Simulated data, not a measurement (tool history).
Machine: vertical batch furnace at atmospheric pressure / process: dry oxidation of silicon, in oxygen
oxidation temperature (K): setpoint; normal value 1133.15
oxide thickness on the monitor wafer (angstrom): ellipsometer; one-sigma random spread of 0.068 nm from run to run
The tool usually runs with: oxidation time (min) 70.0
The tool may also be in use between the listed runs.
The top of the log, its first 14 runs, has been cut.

run,hour,oxidation temperature (K),oxidation time (min),"read-back reference wafer on the same gauge, thickness",oxide thickness on the monitor wafer (angstrom)
15,1128.7,1133.15,94.5,21.71,278.9
16,1165.1,1133.15,70.0,21.72,239.0
17,1263.3,1133.15,70.0,21.73,238.0
18,1323.5,1133.15,70.0,21.72,237.6
19,1406.0,1114.15,80.0,21.72,219.6
20,1458.0,1148.15,55.0,21.74,236.2
# hour 1516.7: gauge calibrated
21,1597.6,1156.15,80.5,21.30,303.7
22,1683.9,1140.15,101.5,21.38,303.0
23,1726.4,1121.15,70.0,21.41,214.6
24,1791.3,1113.15,70.0,21.45,200.8
25,1840.7,1133.15,50.5,21.47,201.1
26,1926.8,1145.15,79.5,21.51,277.3
27,1989.8,1133.15,95.0,21.54,279.8
# hour 2062.4: boat lift adjusted
28,2062.9,1133.15,70.0,21.58,235.8
29,2138.9,1155.15,101.0,21.59,349.6
30,2206.4,1154.15,89.0,21.61,320.5
31,2358.3,1118.15,101.5,21.65,255.1
32,2402.0,1133.15,70.0,21.70,237.1
33,2466.2,1157.15,45.5,21.69,229.6
34,2564.7,1133.15,70.0,21.71,237.3
35,2601.1,1118.15,83.0,21.71,229.6
36,2887.2,1150.15,101.0,21.76,336.9
37,2957.5,1133.15,70.0,21.76,239.0
38,2995.7,1112.15,98.5,21.76,238.8

Consider 5 possible next runs. They are alternatives, not a sequence: every one starts from the tool as it was left by run 38. What does each give?
A,3001.3,1133.15,54.0,?,?
B,3001.3,1156.15,38.0,?,?
C,3001.3,1147.15,70.0,?,?
D,3001.3,1118.15,38.0,?,?
E,3001.3,1153.15,70.0,?,?

run,"read-back reference wafer on the same gauge, thickness",oxide thickness on the monitor wafer (angstrom)
A,21.77,208.9
B,21.77,208.8
C,21.77,265.9
D,21.77,162.0
E,21.77,279.3
Had the tool no hidden state, the same runs would have come out as:
run,oxide thickness on the monitor wafer (angstrom)
A,203.4
B,203.4
C,259.0
D,157.7
E,272.0
